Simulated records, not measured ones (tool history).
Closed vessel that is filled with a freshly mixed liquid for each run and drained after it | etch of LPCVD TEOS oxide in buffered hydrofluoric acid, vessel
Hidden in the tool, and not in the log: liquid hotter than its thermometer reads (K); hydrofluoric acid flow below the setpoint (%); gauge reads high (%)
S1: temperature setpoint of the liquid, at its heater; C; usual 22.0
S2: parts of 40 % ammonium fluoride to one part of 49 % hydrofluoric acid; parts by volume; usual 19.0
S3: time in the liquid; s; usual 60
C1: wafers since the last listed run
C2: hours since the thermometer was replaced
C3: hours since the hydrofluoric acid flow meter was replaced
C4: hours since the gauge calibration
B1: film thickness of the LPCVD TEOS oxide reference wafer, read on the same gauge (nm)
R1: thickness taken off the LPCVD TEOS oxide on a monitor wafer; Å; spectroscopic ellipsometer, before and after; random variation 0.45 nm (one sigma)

run 1 day=0.000 | S1=22.0 S2=19.0 S3=40 | C1=0 C2=2725.0 C3=872.1 C4=286.5 | B1=110.02 | R1=438.1
run 2 day=1.875 | S1=22.0 S2=19.0 S3=40 | C1=3203 C2=2770.0 C3=917.1 C4=331.5 | B1=110.00 | R1=438.5
run 3 day=2.300 | S1=23.5 S2=19.0 S3=60 | C1=726 C2=2780.2 C3=927.3 C4=341.7 | B1=110.03 | R1=699.3
run 4 day=2.808 | S1=23.5 S2=19.0 S3=60 | C1=868 C2=2792.4 C3=939.5 C4=353.9 | B1=110.02 | R1=705.7
run 5 day=3.300 | S1=23.5 S2=19.0 S3=60 | C1=839 C2=2804.2 C3=951.3 C4=365.7 | B1=110.00 | R1=707.9
run 6 day=3.808 | S1=22.0 S2=19.0 S3=60 | C1=868 C2=2816.4 C3=963.5 C4=377.9 | B1=109.98 | R1=645.6
run 7 day=4.258 | S1=22.0 S2=19.0 S3=60 | C1=768 C2=2827.2 C3=974.3 C4=388.7 | B1=110.02 | R1=645.9
-- day=4.667 gauge calibrated
run 8 day=4.917 | S1=22.0 S2=19.0 S3=60 | C1=1124 C2=2843.0 C3=990.1 C4=6.0 | B1=110.02 | R1=653.9
run 9 day=5.258 | S1=22.0 S2=21.0 S3=60 | C1=583 C2=2851.2 C3=998.3 C4=14.2 | B1=110.01 | R1=610.1
run 10 day=6.950 | S1=22.0 S2=21.0 S3=60 | C1=2889 C2=2891.8 C3=1038.9 C4=54.8 | B1=109.99 | R1=603.9
run 11 day=7.321 | S1=22.0 S2=19.0 S3=45 | C1=633 C2=2900.7 C3=1047.8 C4=63.7 | B1=109.98 | R1=488.7
run 12 day=7.638 | S1=22.0 S2=19.0 S3=45 | C1=540 C2=2908.3 C3=1055.4 C4=71.3 | B1=109.98 | R1=484.3
run 13 day=7.921 | S1=22.0 S2=16.5 S3=60 | C1=484 C2=2915.1 C3=1062.2 C4=78.1 | B1=109.99 | R1=740.6
run 14 day=8.604 | S1=22.0 S2=19.0 S3=60 | C1=1167 C2=2931.5 C3=1078.6 C4=94.5 | B1=110.01 | R1=652.4
run 15 day=8.958 | S1=22.0 S2=19.0 S3=60 | C1=605 C2=2940.0 C3=1087.1 C4=103.0 | B1=110.03 | R1=650.9
run 16 day=9.292 | S1=24.0 S2=14.5 S3=40 | C1=569 C2=2948.0 C3=1095.1 C4=111.0 | B1=110.02 | R1=626.8
run 17 day=9.783 | S1=17.5 S2=19.0 S3=60 | C1=839 C2=2959.8 C3=1106.9 C4=122.8 | B1=110.00 | R1=500.0
run 18 day=10.417 | S1=18.5 S2=13.0 S3=85 | C1=1081 C2=2975.0 C3=1122.1 C4=138.0 | B1=109.99 | R1=1101.1
-- day=10.646 hydrofluoric acid flow meter replaced
run 19 day=12.354 | S1=20.5 S2=19.0 S3=75 | C1=3238 C2=3021.5 C3=41.0 C4=184.5 | B1=109.99 | R1=713.8

The next listed run, before its measurement:
run 20 day=12.854 | S1=22.0 S2=22.5 S3=50 | C1=854 C2=3033.5 C3=53.0 C4=196.5 | B1=? | R1=?

{"run 20": {"B1": 109.98, "R1": 457.1}}
Without the tool's hidden state the same run would have given R1 505.5 Å.

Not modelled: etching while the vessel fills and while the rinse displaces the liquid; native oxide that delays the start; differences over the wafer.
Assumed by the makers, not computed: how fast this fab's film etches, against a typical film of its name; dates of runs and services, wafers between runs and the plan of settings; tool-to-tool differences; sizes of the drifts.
